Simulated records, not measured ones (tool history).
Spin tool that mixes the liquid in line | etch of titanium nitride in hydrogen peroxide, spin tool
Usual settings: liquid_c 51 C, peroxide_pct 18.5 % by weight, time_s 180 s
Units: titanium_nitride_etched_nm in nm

run	hour	liquid_c	peroxide_pct	time_s	read-back film thickness of the titanium nitride reference wafer, read on the same gauge (nm)	titanium_nitride_etched_nm
1	0	51	18.5	180	110.009	4.534
2	64	51	18.5	180	110.021	4.518
3	124	51	18.5	180	110.011	4.457
# hour 130.8: new drum of peroxide connected
4	191.6	51	18.5	180	109.962	4.464
5	250	54	15	180	110.016	5.252
6	308.2	54	15	180	109.991	5.232
7	339.1	54	15	180	109.977	5.144
8	366.8	51	18.5	110	110.002	2.651
9	391.2	51	18.5	110	110.014	2.642
10	437.3	51	18.5	110	109.998	2.639
# hour 444.2: thermometer replaced
11	468	59	13.5	250	110.027	9.896
12	525.2	54	18.5	130	110.025	3.837
# hour 551.2: gauge calibrated
13	579.7	51	18.5	180	110.022	4.256
14	646	60.5	18.5	180	109.985	8.28
15	673.9	59	13.5	250	110.008	9.69
16	740.6	51	18.5	180	110.029	4.251
# hour 760.8: peroxide flow meter replaced
# hour 798.1: new drum of peroxide connected
17	803.3	47.5	18.5	180	110.011	3.274
# hour 825: heated supply line repaired
18	858.1	53.5	18.5	240	110.031	7.482
19	902.9	44.5	22.5	180	110.059	3.062
20	1011.8	60.5	13.5	70	110.013	3.319
21	1079.4	56	14.5	180	110.052	6.391

5 ways to go on from here, each from the tool as it stands after run 21. What would each give?
A	1079.9	51	18.5	180	?	?
B	1079.9	60.5	18.5	280	?	?
C	1079.9	51	20	180	?	?
D	1079.9	56.5	18.5	255	?	?
E	1079.9	47.5	14.5	245	?	?

run	read-back film thickness of the titanium nitride reference wafer, read on the same gauge (nm)	titanium_nitride_etched_nm
A	109.994	4.713
B	109.994	14.251
C	109.994	4.793
D	109.994	9.857
E	109.994	4.723
Without the tool's hidden state the same runs would have given:
run	titanium_nitride_etched_nm
A	4.886
B	14.743
C	4.968
D	10.205
E	4.899
